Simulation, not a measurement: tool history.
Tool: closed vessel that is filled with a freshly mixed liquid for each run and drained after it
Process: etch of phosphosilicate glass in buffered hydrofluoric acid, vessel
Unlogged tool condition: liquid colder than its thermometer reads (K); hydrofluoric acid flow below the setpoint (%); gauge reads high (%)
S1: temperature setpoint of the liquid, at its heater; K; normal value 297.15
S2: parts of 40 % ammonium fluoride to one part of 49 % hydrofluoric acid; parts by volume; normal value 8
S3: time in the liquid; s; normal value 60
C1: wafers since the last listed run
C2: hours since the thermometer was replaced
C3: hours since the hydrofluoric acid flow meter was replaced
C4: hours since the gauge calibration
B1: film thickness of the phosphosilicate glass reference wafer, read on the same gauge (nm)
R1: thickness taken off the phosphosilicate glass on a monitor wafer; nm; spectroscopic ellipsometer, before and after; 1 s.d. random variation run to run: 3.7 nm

{"run": 1, "hour": 0.0, "S1": 295.15, "S2": 6, "S3": 60, "C1": 0, "C2": 430.6, "C3": 1215.8, "C4": 199.7, "B1": 78.92, "R1": 512.62}
{"hour": 45.2, "done": "hydrofluoric acid flow meter replaced"}
{"run": 2, "hour": 105.1, "S1": 295.15, "S2": 6, "S3": 60, "C1": 6821, "C2": 535.7, "C3": 59.9, "C4": 304.8, "B1": 78.26, "R1": 515.23}
{"run": 3, "hour": 168.4, "S1": 295.15, "S2": 6, "S3": 60, "C1": 4148, "C2": 599, "C3": 123.2, "C4": 368.1, "B1": 77.91, "R1": 500.95}
{"run": 4, "hour": 244.2, "S1": 297.15, "S2": 8, "S3": 60, "C1": 4967, "C2": 674.8, "C3": 199, "C4": 443.9, "B1": 77.56, "R1": 427.7}
{"run": 5, "hour": 443.3, "S1": 297.15, "S2": 8, "S3": 60, "C1": 13047, "C2": 873.9, "C3": 398.1, "C4": 643, "B1": 76.84, "R1": 419.58}
{"run": 6, "hour": 479.5, "S1": 297.15, "S2": 8, "S3": 60, "C1": 2372, "C2": 910.1, "C3": 434.3, "C4": 679.2, "B1": 76.76, "R1": 424.7}
{"run": 7, "hour": 523.6, "S1": 297.15, "S2": 8, "S3": 60, "C1": 2889, "C2": 954.2, "C3": 478.4, "C4": 723.3, "B1": 76.65, "R1": 421.53}
{"run": 8, "hour": 623.6, "S1": 297.15, "S2": 8, "S3": 60, "C1": 6553, "C2": 1054.2, "C3": 578.4, "C4": 823.3, "B1": 76.44, "R1": 421.56}
{"run": 9, "hour": 698.3, "S1": 295.15, "S2": 8, "S3": 60, "C1": 4895, "C2": 1128.9, "C3": 653.1, "C4": 898, "B1": 76.23, "R1": 379.21}
{"run": 10, "hour": 795.8, "S1": 297.15, "S2": 8, "S3": 60, "C1": 6389, "C2": 1226.4, "C3": 750.6, "C4": 995.5, "B1": 76.1, "R1": 424.8}
{"run": 11, "hour": 857.3, "S1": 297.15, "S2": 8, "S3": 60, "C1": 4030, "C2": 1287.9, "C3": 812.1, "C4": 1057, "B1": 76, "R1": 420.48}
{"run": 12, "hour": 933.3, "S1": 292.15, "S2": 5.5, "S3": 60, "C1": 4980, "C2": 1363.9, "C3": 888.1, "C4": 1133, "B1": 75.92, "R1": 450.72}
{"run": 13, "hour": 1038.1, "S1": 297.15, "S2": 8, "S3": 60, "C1": 6867, "C2": 1468.7, "C3": 992.9, "C4": 1237.8, "B1": 75.82, "R1": 423.28}
{"hour": 1070.6, "done": "hydrofluoric acid flow meter replaced"}
{"run": 14, "hour": 1099.0, "S1": 298.65, "S2": 10, "S3": 70, "C1": 3925, "C2": 1529.6, "C3": 28.4, "C4": 1298.7, "B1": 75.75, "R1": 436.86}
{"run": 15, "hour": 1141.7, "S1": 300.65, "S2": 8, "S3": 60, "C1": 2798, "C2": 1572.3, "C3": 71.1, "C4": 1341.4, "B1": 75.76, "R1": 502.34}
{"hour": 1188.3, "done": "thermometer replaced"}
{"run": 16, "hour": 1192.3, "S1": 297.15, "S2": 6.5, "S3": 95, "C1": 3250, "C2": 4, "C3": 121.7, "C4": 1392, "B1": 75.7, "R1": 810.89}
{"run": 17, "hour": 1273.3, "S1": 297.15, "S2": 8, "S3": 30, "C1": 5307, "C2": 85, "C3": 202.7, "C4": 1473, "B1": 75.65, "R1": 208.67}
{"hour": 1295.0, "done": "gauge calibrated"}
{"run": 18, "hour": 1339.4, "S1": 292.65, "S2": 8, "S3": 40, "C1": 4331, "C2": 151.1, "C3": 268.8, "C4": 44.4, "B1": 79.47, "R1": 228.86}
{"run": 19, "hour": 1389.9, "S1": 297.15, "S2": 8, "S3": 60, "C1": 3309, "C2": 201.6, "C3": 319.3, "C4": 94.9, "B1": 79.04, "R1": 436.53}
{"run": 20, "hour": 1463.7, "S1": 297.15, "S2": 8, "S3": 60, "C1": 4836, "C2": 275.4, "C3": 393.1, "C4": 168.7, "B1": 78.44, "R1": 440.43}
{"run": 21, "hour": 1535.5, "S1": 297.15, "S2": 8, "S3": 60, "C1": 4705, "C2": 347.2, "C3": 464.9, "C4": 240.5, "B1": 77.97, "R1": 427.85}
{"run": 22, "hour": 1586.7, "S1": 297.15, "S2": 7, "S3": 40, "C1": 3355, "C2": 398.4, "C3": 516.1, "C4": 291.7, "B1": 77.63, "R1": 333.42}
{"run": 23, "hour": 1652.7, "S1": 293.15, "S2": 10.5, "S3": 45, "C1": 4325, "C2": 464.4, "C3": 582.1, "C4": 357.7, "B1": 77.25, "R1": 199.66}

Selected run-to-run steps in R1, each split into two signed amounts: the part the tool would show with no hidden state at all (from settings, incoming material and random variation), and the remainder, which goes to the hidden state together with any gauge scatter not common to the measured and the hidden-state-free results:
Run 15 -> 16: S1 300.65 -> 297.15, S2 8 -> 6.5, S3 60 -> 95, thermometer replaced. R1 +308.55 nm: hidden state -17.89, all else +326.44.
Run 16 -> 17: S2 6.5 -> 8, S3 95 -> 30. R1 -602.22 nm: hidden state +34.25, all else -636.47.

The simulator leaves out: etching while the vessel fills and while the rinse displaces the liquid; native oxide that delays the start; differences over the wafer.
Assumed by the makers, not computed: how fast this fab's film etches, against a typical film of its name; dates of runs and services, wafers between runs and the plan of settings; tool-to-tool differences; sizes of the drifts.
